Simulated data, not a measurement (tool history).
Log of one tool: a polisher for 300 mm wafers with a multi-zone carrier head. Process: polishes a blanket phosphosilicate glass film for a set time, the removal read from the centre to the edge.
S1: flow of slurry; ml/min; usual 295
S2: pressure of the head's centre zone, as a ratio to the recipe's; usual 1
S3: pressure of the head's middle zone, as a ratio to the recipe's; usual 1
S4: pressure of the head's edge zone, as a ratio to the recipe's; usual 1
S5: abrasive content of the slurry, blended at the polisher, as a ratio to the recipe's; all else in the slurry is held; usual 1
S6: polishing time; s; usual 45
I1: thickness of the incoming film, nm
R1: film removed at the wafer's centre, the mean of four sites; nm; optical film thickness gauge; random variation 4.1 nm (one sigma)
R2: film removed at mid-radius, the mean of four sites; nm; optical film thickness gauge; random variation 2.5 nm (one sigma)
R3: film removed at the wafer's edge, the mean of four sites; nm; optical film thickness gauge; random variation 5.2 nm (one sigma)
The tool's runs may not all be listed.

{"run": 1, "hour": 0.0, "S1": 295, "S2": 1, "S3": 1, "S4": 1, "S5": 1, "S6": 45, "I1": 2328.1, "R1": 362.5, "R2": 369.4, "R3": 370.5}
{"run": 2, "hour": 28.8, "S1": 295, "S2": 1, "S3": 1, "S4": 1, "S5": 1, "S6": 45, "I1": 2382.2, "R1": 363.4, "R2": 355.5, "R3": 363.3}
{"run": 3, "hour": 68.3, "S1": 295, "S2": 0.97, "S3": 1, "S4": 1, "S5": 1, "S6": 45, "I1": 2310, "R1": 331.7, "R2": 344.3, "R3": 352.7}
{"hour": 110.2, "done": "worn pad replaced by a new one, of another model than before"}
{"run": 4, "hour": 131.4, "S1": 295, "S2": 0.97, "S3": 1, "S4": 1, "S5": 1, "S6": 45, "I1": 2336.8, "R1": 369.9, "R2": 383, "R3": 382.9}
{"run": 5, "hour": 176.7, "S1": 295, "S2": 0.92, "S3": 1, "S4": 1, "S5": 1, "S6": 45, "I1": 2319.7, "R1": 349.3, "R2": 376.3, "R3": 383.1}
{"hour": 210.4, "done": "centre zone pressure recalibrated"}
{"run": 6, "hour": 228.9, "S1": 295, "S2": 0.92, "S3": 1, "S4": 1, "S5": 1, "S6": 45, "I1": 2362.9, "R1": 330.6, "R2": 363.3, "R3": 375.4}
{"run": 7, "hour": 268.4, "S1": 295, "S2": 0.92, "S3": 1, "S4": 1, "S5": 1, "S6": 45, "I1": 2364.1, "R1": 325.3, "R2": 357.9, "R3": 365.2}
{"run": 8, "hour": 327.8, "S1": 295, "S2": 1, "S3": 1.07, "S4": 1, "S5": 1, "S6": 45, "I1": 2382.3, "R1": 334.3, "R2": 356, "R3": 340.5}
{"hour": 347.0, "done": "worn pad replaced by a new one"}
{"hour": 348.0, "done": "slurry nozzle cleaned"}
{"hour": 385.2, "done": "carrier head's membrane replaced by a new one"}
{"run": 9, "hour": 395.1, "S1": 225, "S2": 1, "S3": 0.95, "S4": 1, "S5": 0.75, "S6": 45, "I1": 2319.4, "R1": 292.1, "R2": 281.4, "R3": 304.4}
{"hour": 409.7, "done": "edge zone pressure recalibrated"}
{"run": 10, "hour": 440.2, "S1": 295, "S2": 1, "S3": 1, "S4": 0.95, "S5": 1, "S6": 55, "I1": 2360.7, "R1": 457.3, "R2": 459.6, "R3": 464.4}
{"run": 11, "hour": 587.8, "S1": 295, "S2": 1, "S3": 1, "S4": 1, "S5": 1, "S6": 45, "I1": 2362.4, "R1": 332.9, "R2": 331.8, "R3": 326.3}
{"hour": 607.6, "done": "worn pad replaced by a new one"}
{"run": 12, "hour": 614.6, "S1": 355, "S2": 0.93, "S3": 1, "S4": 1, "S5": 0.9, "S6": 30, "I1": 2307.3, "R1": 226.6, "R2": 245.6, "R3": 250.2}
{"run": 13, "hour": 639.6, "S1": 295, "S2": 1, "S3": 1, "S4": 1, "S5": 1, "S6": 45, "I1": 2368.9, "R1": 386.5, "R2": 381.3, "R3": 389.5}
{"run": 14, "hour": 669.9, "S1": 295, "S2": 1, "S3": 1, "S4": 1, "S5": 1, "S6": 45, "I1": 2330.2, "R1": 380.1, "R2": 383.6, "R3": 384.6}

Run 15 comes next. What will it give?
{"run": 15, "hour": 741.5, "S1": 295, "S2": 1, "S3": 0.94, "S4": 1, "S5": 1, "S6": 45, "I1": 2337.2, "R1": "?", "R2": "?", "R3": "?"}

Run 15 gave R1 370.8 nm, R2 349.1 nm, R3 377.6 nm.
Without the tool's hidden state the same run would have given R1 391 nm, R2 368.1 nm, R3 398.1 nm.
